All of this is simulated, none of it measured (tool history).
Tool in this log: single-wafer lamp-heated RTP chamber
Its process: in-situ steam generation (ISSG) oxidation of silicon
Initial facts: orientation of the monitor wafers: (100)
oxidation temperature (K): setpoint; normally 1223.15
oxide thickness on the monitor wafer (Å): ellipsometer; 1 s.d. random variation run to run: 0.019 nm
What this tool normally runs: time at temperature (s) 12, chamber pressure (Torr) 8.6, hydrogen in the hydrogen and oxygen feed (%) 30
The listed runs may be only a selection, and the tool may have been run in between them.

run   hour  oxidation temperature (K)  time at temperature (s)  chamber pressure (Torr)  hydrogen in the hydrogen and oxygen feed (%)  wafers since the last listed run  wafers since the last pyrometer calibration  hours since the pressure gauge was zeroed  hours since the hydrogen flow controller was replaced  hours since the gauge calibration  read-back reference wafer on the same gauge, thickness  oxide thickness on the monitor wafer (Å)
  1      0                    1223.15                       12                      9.7                                            30                                 0                                          625                                     3394.9                                                 5361.5                               15.1                                                   4.404                                      38.7
  2   10.6                    1223.15                       12                      9.7                                            30                               115                                          741                                     3405.5                                                 5372.1                               25.7                                                   4.399                                     39.02
  3   26.5                    1223.15                       12                      9.7                                            30                               173                                          915                                     3421.4                                                   5388                               41.6                                                   4.403                                     39.15
  4   46.7                    1223.15                       12                      8.6                                            30                               220                                         1136                                     3441.6                                                 5408.2                               61.8                                                   4.405                                        40
  5   61.5                    1223.15                       12                      8.6                                            30                               161                                         1297                                     3456.4                                                   5423                               76.6                                                   4.403                                     40.26
  6   75.7                    1223.15                       12                      8.6                                            30                               155                                         1453                                     3470.6                                                 5437.2                               90.8                                                   4.401                                     40.34
  7   88.7                    1223.15                       12                      8.6                                            24                               142                                         1595                                     3483.6                                                 5450.2                              103.8                                                   4.397                                     38.49
      98.4  -- pyrometer window cleaned and pyrometer calibrated
  8  105.5                    1223.15                       12                      8.6                                            24                                96                                           77                                     3500.4                                                   5467                              120.6                                                    4.39                                     37.19
     138.6  -- hydrogen flow controller replaced
  9    155                    1223.15                       12                      8.6                                            24                               453                                          531                                     3549.9                                                   16.4                              170.1                                                   4.401                                     37.64
     175.2  -- pressure gauge zeroed
 10  175.7                    1223.15                       12                      9.5                                            30                               138                                          670                                        0.5                                                   37.1                              190.8                                                   4.402                                     39.24
 11  178.7                    1223.15                       12                      9.5                                            30                                32                                          702                                        3.5                                                   40.1                              193.8                                                   4.407                                     39.18
 12  193.7                    1223.15                       15                      8.6                                            30                               163                                          866                                       18.5                                                   55.1                              208.8                                                   4.402                                     43.28
 13  207.6                    1239.15                       12                      8.6                                            22                               151                                         1018                                       32.4                                                     69                              222.7                                                   4.393                                     38.61
     222.7  -- pyrometer window cleaned and pyrometer calibrated
 14  223.2                    1223.15                       12                      8.1                                            32                                83                                            5                                         48                                                   84.6                              238.3                                                    4.39                                     40.55
 15  228.3                    1208.15                       12                      9.4                                            32                                55                                           61                                       53.1                                                   89.7                              243.4                                                   4.408                                     38.39
       237  -- gauge calibrated
 16  243.7                    1223.15                       12                      8.6                                            30                               168                                          229                                       68.5                                                  105.1                                6.7                                                   4.399                                     39.55
 17  260.6                    1223.15                       12                      8.6                                            30                               184                                          414                                       85.4                                                    122                               23.6                                                   4.397                                     39.85
 18  272.9                    1223.15                       15                      7.4                                            27                               134                                          548                                       97.7                                                  134.3                               35.9                                                     4.4                                     42.36
 19  289.3                    1223.15                       16                      8.6                                            30                               179                                          728                                      114.1                                                  150.7                               52.3                                                    4.41                                     43.72
 20  296.6                    1223.15                        8                      8.6                                            30                                79                                          807                                      121.4                                                    158                               59.6                                                   4.404                                     34.59
 21  308.5                    1223.15                       12                      8.6                                            32                               130                                          937                                      133.3                                                  169.9                               71.5                                                   4.406                                     40.82
 22  315.8                    1223.15                       12                      8.6                                            25                                79                                         1017                                      140.6                                                  177.2                               78.8                                                   4.399                                     38.25
 23  329.4                    1223.15                       12                      7.3                                            30                               148                                         1166                                      154.2                                                  190.8                               92.4                                                   4.397                                      40.5

What if the next run were any one of these 3? Each begins from the tool's condition after run 23:
  A  329.8                    1223.15                       14                      8.6                                            30                                 4                                         1170                                      154.6                                                  191.2                               92.8                                                       ?                                         ?
  B  329.8                    1236.15                        9                        9                                            22                                 4                                         1170                                      154.6                                                  191.2                               92.8                                                       ?                                         ?
  C  329.8                    1223.15                       12                      8.6                                            21                                 4                                         1170                                      154.6                                                  191.2                               92.8                                                       ?                                         ?

run  read-back reference wafer on the same gauge, thickness  oxide thickness on the monitor wafer (Å)
  A                                                   4.397                                     42.73
  B                                                   4.397                                     34.37
  C                                                   4.397                                     36.83
What these runs would have given with no unlogged condition in the tool:
run  oxide thickness on the monitor wafer (Å)
  A                                     41.93
  B                                      33.8
  C                                     36.19
